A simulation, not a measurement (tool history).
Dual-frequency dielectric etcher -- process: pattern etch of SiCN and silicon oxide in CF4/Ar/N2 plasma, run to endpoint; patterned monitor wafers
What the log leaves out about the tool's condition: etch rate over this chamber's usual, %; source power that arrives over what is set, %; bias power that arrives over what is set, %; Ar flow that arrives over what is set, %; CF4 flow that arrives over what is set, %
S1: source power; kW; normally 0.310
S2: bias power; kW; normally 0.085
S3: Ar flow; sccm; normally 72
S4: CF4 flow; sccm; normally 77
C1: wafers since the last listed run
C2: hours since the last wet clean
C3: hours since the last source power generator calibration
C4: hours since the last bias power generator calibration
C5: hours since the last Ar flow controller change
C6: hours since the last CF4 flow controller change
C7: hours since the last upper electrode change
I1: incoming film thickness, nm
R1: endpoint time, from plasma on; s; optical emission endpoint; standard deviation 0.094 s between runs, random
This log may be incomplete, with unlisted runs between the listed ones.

| run | hour | S1 | S2 | S3 | S4 | C1 | C2 | C3 | C4 | C5 | C6 | C7 | I1 | R1 |
|---|---|---|---|---|---|---|---|---|---|---|---|---|---|---|
| 1 | 0.0 | 0.310 | 0.085 | 72 | 77 | 0 | 436.7 | 3897.7 | 3705.6 | 4868.5 | 2906.8 | 3664.9 | 11.96 | 17.0 |
| 2 | 13.8 | 0.310 | 0.085 | 72 | 77 | 137 | 450.5 | 3911.5 | 3719.4 | 4882.3 | 2920.6 | 3678.7 | 12.08 | 17.1 |
| 3 | 22.6 | 0.310 | 0.085 | 72 | 77 | 87 | 459.3 | 3920.3 | 3728.2 | 4891.1 | 2929.4 | 3687.5 | 12.06 | 17.1 |
| 4 | 36.1 | 0.310 | 0.085 | 72 | 77 | 134 | 472.8 | 3933.8 | 3741.7 | 4904.6 | 2942.9 | 3701.0 | 12.01 | 16.8 |
| 5 | 50.5 | 0.310 | 0.085 | 72 | 77 | 143 | 487.2 | 3948.2 | 3756.1 | 4919.0 | 2957.3 | 3715.4 | 11.85 | 16.7 |
| 6 | 62.4 | 0.310 | 0.085 | 72 | 77 | 118 | 499.1 | 3960.1 | 3768.0 | 4930.9 | 2969.2 | 3727.3 | 11.98 | 16.9 |
| 7 | 70.3 | 0.310 | 0.085 | 72 | 77 | 78 | 507.0 | 3968.0 | 3775.9 | 4938.8 | 2977.1 | 3735.2 | 12.03 | 16.9 |
| 8 | 117.2 | 0.310 | 0.085 | 72 | 77 | 466 | 553.9 | 4014.9 | 3822.8 | 4985.7 | 3024.0 | 3782.1 | 12.06 | 16.9 |
|  | 134.8 | source power generator calibrated |
|  | 154.6 | wet clean of the chamber |
|  | 157.8 | upper electrode replaced, of another model than before |
| 9 | 158.3 | 0.310 | 0.098 | 72 | 77 | 139 | 3.7 | 23.5 | 3863.9 | 5026.8 | 3065.1 | 0.5 | 11.98 | 16.6 |
| 10 | 158.6 | 0.310 | 0.098 | 72 | 77 | 2 | 4.0 | 23.8 | 3864.2 | 5027.1 | 3065.4 | 0.8 | 11.95 | 16.4 |
| 11 | 159.0 | 0.370 | 0.085 | 72 | 62 | 3 | 4.4 | 24.2 | 3864.6 | 5027.5 | 3065.8 | 1.2 | 12.04 | 16.4 |
| 12 | 166.2 | 0.310 | 0.085 | 72 | 77 | 71 | 11.6 | 31.4 | 3871.8 | 5034.7 | 3073.0 | 8.4 | 11.95 | 17.3 |
|  | 173.7 | CF4 flow controller replaced |
| 13 | 174.2 | 0.310 | 0.064 | 77 | 77 | 19 | 19.6 | 39.4 | 3879.8 | 5042.7 | 0.5 | 16.4 | 12.00 | 20.2 |
| 14 | 182.6 | 0.370 | 0.065 | 72 | 77 | 83 | 28.0 | 47.8 | 3888.2 | 5051.1 | 8.9 | 24.8 | 11.97 | 17.6 |
| 15 | 204.1 | 0.370 | 0.085 | 84 | 77 | 213 | 49.5 | 69.3 | 3909.7 | 5072.6 | 30.4 | 46.3 | 11.95 | 16.4 |
| 16 | 220.5 | 0.310 | 0.085 | 83 | 67 | 163 | 65.9 | 85.7 | 3926.1 | 5089.0 | 46.8 | 62.7 | 12.17 | 18.7 |
|  | 226.5 | bias power generator calibrated |
|  | 229.3 | Ar flow controller replaced |
| 17 | 233.4 | 0.310 | 0.085 | 72 | 77 | 60 | 78.8 | 98.6 | 6.9 | 4.1 | 59.7 | 75.6 | 12.03 | 17.7 |
| 18 | 249.4 | 0.280 | 0.100 | 61 | 93 | 159 | 94.8 | 114.6 | 22.9 | 20.1 | 75.7 | 91.6 | 11.91 | 16.3 |
| 19 | 260.7 | 0.280 | 0.102 | 80 | 71 | 112 | 106.1 | 125.9 | 34.2 | 31.4 | 87.0 | 102.9 | 11.99 | 17.4 |
| 20 | 270.6 | 0.340 | 0.085 | 72 | 77 | 98 | 116.0 | 135.8 | 44.1 | 41.3 | 96.9 | 112.8 | 12.06 | 16.8 |
| 21 | 279.6 | 0.310 | 0.085 | 72 | 77 | 89 | 125.0 | 144.8 | 53.1 | 50.3 | 105.9 | 121.8 | 12.09 | 17.6 |
| 22 | 288.8 | 0.310 | 0.085 | 64 | 70 | 91 | 134.2 | 154.0 | 62.3 | 59.5 | 115.1 | 131.0 | 12.04 | 17.2 |
| 23 | 331.8 | 0.330 | 0.085 | 65 | 77 | 427 | 177.2 | 197.0 | 105.3 | 102.5 | 158.1 | 174.0 | 11.95 | 16.5 |
| 24 | 338.0 | 0.230 | 0.085 | 72 | 63 | 61 | 183.4 | 203.2 | 111.5 | 108.7 | 164.3 | 180.2 | 11.97 | 20.6 |

Subtracting, for every run, the result it would have given without the tool's unlogged condition from the measured result gives the following. The same run-to-run variation enters both numbers; the gauge's scatter may not:
| run | R1 |
|---|---|
| 1 | -0.6 |
| 2 | -0.8 |
| 3 | -0.7 |
| 4 | -0.7 |
| 5 | -0.7 |
| 6 | -0.8 |
| 7 | -0.8 |
| 8 | -0.9 |
| 9 | -0.1 |
| 10 | -0.1 |
| 11 | +0.0 |
| 12 | -0.1 |
| 13 | -0.1 |
| 14 | -0.1 |
| 15 | -0.1 |
| 16 | -0.1 |
| 17 | -0.2 |
| 18 | -0.2 |
| 19 | -0.2 |
| 20 | -0.2 |
| 21 | -0.2 |
| 22 | -0.3 |
| 23 | -0.3 |
| 24 | -0.4 |

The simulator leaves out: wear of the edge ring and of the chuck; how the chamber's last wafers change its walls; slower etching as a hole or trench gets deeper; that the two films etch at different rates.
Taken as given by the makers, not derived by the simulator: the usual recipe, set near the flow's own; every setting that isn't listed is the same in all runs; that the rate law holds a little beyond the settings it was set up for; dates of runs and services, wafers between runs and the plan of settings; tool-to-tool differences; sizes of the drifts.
